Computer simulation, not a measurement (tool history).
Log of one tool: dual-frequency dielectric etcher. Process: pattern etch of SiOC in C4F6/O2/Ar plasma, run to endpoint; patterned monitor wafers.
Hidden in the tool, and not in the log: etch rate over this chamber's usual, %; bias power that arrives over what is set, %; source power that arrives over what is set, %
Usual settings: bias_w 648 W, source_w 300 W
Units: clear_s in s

| run | hour | bias_w | source_w | wafers since the last listed run | hours since the last wet clean | hours since the last bias power generator calibration | hours since the last source power generator calibration | hours since the last upper electrode change | incoming incoming film thickness, nm | clear_s |
|---|---|---|---|---|---|---|---|---|---|---|
| 1 | 0 | 648 | 300 | 0 | 256.9 | 2556.6 | 2034.7 | 951.7 | 47.29 | 14.8 |
| 2 | 136.5 | 648 | 300 | 2521 | 393.4 | 2693.1 | 2171.2 | 1088.2 | 47.41 | 14.8 |
| 3 | 302.9 | 648 | 300 | 3074 | 559.8 | 2859.5 | 2337.6 | 1254.6 | 47.07 | 14.4 |
|  | 376.4 | wet clean of the chamber |
| 4 | 382.1 | 648 | 300 | 1019 | 5.7 | 2938.7 | 2416.8 | 1333.8 | 47.13 | 15.4 |
| 5 | 465 | 648 | 300 | 1531 | 88.6 | 3021.6 | 2499.7 | 1416.7 | 47.07 | 15.2 |
| 6 | 544.7 | 648 | 300 | 1472 | 168.3 | 3101.3 | 2579.4 | 1496.4 | 47.04 | 15.1 |
| 7 | 810.7 | 648 | 300 | 4914 | 434.3 | 3367.3 | 2845.4 | 1762.4 | 46.92 | 14.7 |
| 8 | 911.9 | 761 | 300 | 1869 | 535.5 | 3468.5 | 2946.6 | 1863.6 | 47.95 | 13.8 |
|  | 941.1 | bias power generator calibrated |
|  | 968.6 | wet clean of the chamber |
|  | 1125.5 | upper electrode replaced |
| 9 | 1126 | 761 | 300 | 2994 | 157.4 | 184.9 | 3160.7 | 0.5 | 46.96 | 13.5 |
| 10 | 1198.7 | 683 | 300 | 1343 | 230.1 | 257.6 | 3233.4 | 73.2 | 47.14 | 14.6 |
| 11 | 1281.3 | 683 | 300 | 1526 | 312.7 | 340.2 | 3316 | 155.8 | 47.37 | 14.3 |
| 12 | 1382.6 | 531 | 300 | 1871 | 414 | 441.5 | 3417.3 | 257.1 | 47.32 | 17 |
| 13 | 1440.1 | 531 | 300 | 1062 | 471.5 | 499 | 3474.8 | 314.6 | 47.11 | 16.6 |
|  | 1504.7 | wet clean of the chamber |
| 14 | 1529.4 | 531 | 300 | 1206 | 24.7 | 588.3 | 3564.1 | 403.9 | 47.37 | 17.4 |
| 15 | 1579.1 | 648 | 300 | 918 | 74.4 | 638 | 3613.8 | 453.6 | 47.59 | 15.3 |
| 16 | 1669.4 | 504 | 270 | 1668 | 164.7 | 728.3 | 3704.1 | 543.9 | 47.02 | 18 |
| 17 | 1723.4 | 768 | 300 | 997 | 218.7 | 782.3 | 3758.1 | 597.9 | 46.71 | 13.1 |
| 18 | 1816.4 | 648 | 300 | 1718 | 311.7 | 875.3 | 3851.1 | 690.9 | 46.74 | 14.8 |
| 19 | 1915.9 | 579 | 330 | 1838 | 411.2 | 974.8 | 3950.6 | 790.4 | 47.28 | 15.7 |
|  | 2015.6 | wet clean of the chamber |
| 20 | 2020.3 | 648 | 300 | 1485 | 4.7 | 1079.2 | 4055 | 894.8 | 47.88 | 15.5 |
| 21 | 2068.5 | 648 | 300 | 890 | 52.9 | 1127.4 | 4103.2 | 943 | 46.83 | 15.2 |
| 22 | 2168.5 | 648 | 300 | 1847 | 152.9 | 1227.4 | 4203.2 | 1043 | 46.69 | 14.9 |
|  | 2206.2 | source power generator calibrated |
| 23 | 2246.8 | 731 | 350 | 1372 | 231.2 | 1305.7 | 40.6 | 1121.3 | 46.99 | 13.3 |
| 24 | 2290.2 | 557 | 300 | 801 | 274.6 | 1349.1 | 84 | 1164.7 | 47.48 | 16.5 |
| 25 | 2365.8 | 745 | 270 | 1396 | 350.2 | 1424.7 | 159.6 | 1240.3 | 47.54 | 14 |
| 26 | 2426.5 | 648 | 300 | 1121 | 410.9 | 1485.4 | 220.3 | 1301 | 46.43 | 14.4 |
| 27 | 2520.6 | 699 | 260 | 1738 | 505 | 1579.5 | 314.4 | 1395.1 | 47.36 | 14.7 |
|  | 2604.1 | wet clean of the chamber |
| 28 | 2604.6 | 518 | 340 | 1108 | 0.5 | 1663.5 | 398.4 | 1479.1 | 46.93 | 17.1 |
| 29 | 2634.1 | 536 | 260 | 545 | 30 | 1693 | 427.9 | 1508.6 | 47.42 | 17.4 |
| 30 | 2710.8 | 529 | 300 | 1417 | 106.7 | 1769.7 | 504.6 | 1585.3 | 47.68 | 16.9 |
| 31 | 2763.9 | 531 | 360 | 981 | 159.8 | 1822.8 | 557.7 | 1638.4 | 47.53 | 16.4 |

4 ways to go on from here, each from the tool as it stands after run 31. What would each give?
| A | 2764.3 | 648 | 230 | 7 | 160.2 | 1823.2 | 558.1 | 1638.8 | 47.58 | ? |
| B | 2764.3 | 500 | 370 | 7 | 160.2 | 1823.2 | 558.1 | 1638.8 | 47.58 | ? |
| C | 2764.3 | 748 | 300 | 7 | 160.2 | 1823.2 | 558.1 | 1638.8 | 47.58 | ? |
| D | 2764.3 | 726 | 300 | 7 | 160.2 | 1823.2 | 558.1 | 1638.8 | 47.58 | ? |

| run | clear_s |
|---|---|
| A | 15.7 |
| B | 16.8 |
| C | 13.7 |
| D | 14 |
Without the tool's hidden state the same runs would have given:
| run | clear_s |
|---|---|
| A | 16 |
| B | 17.1 |
| C | 14 |
| D | 14.2 |
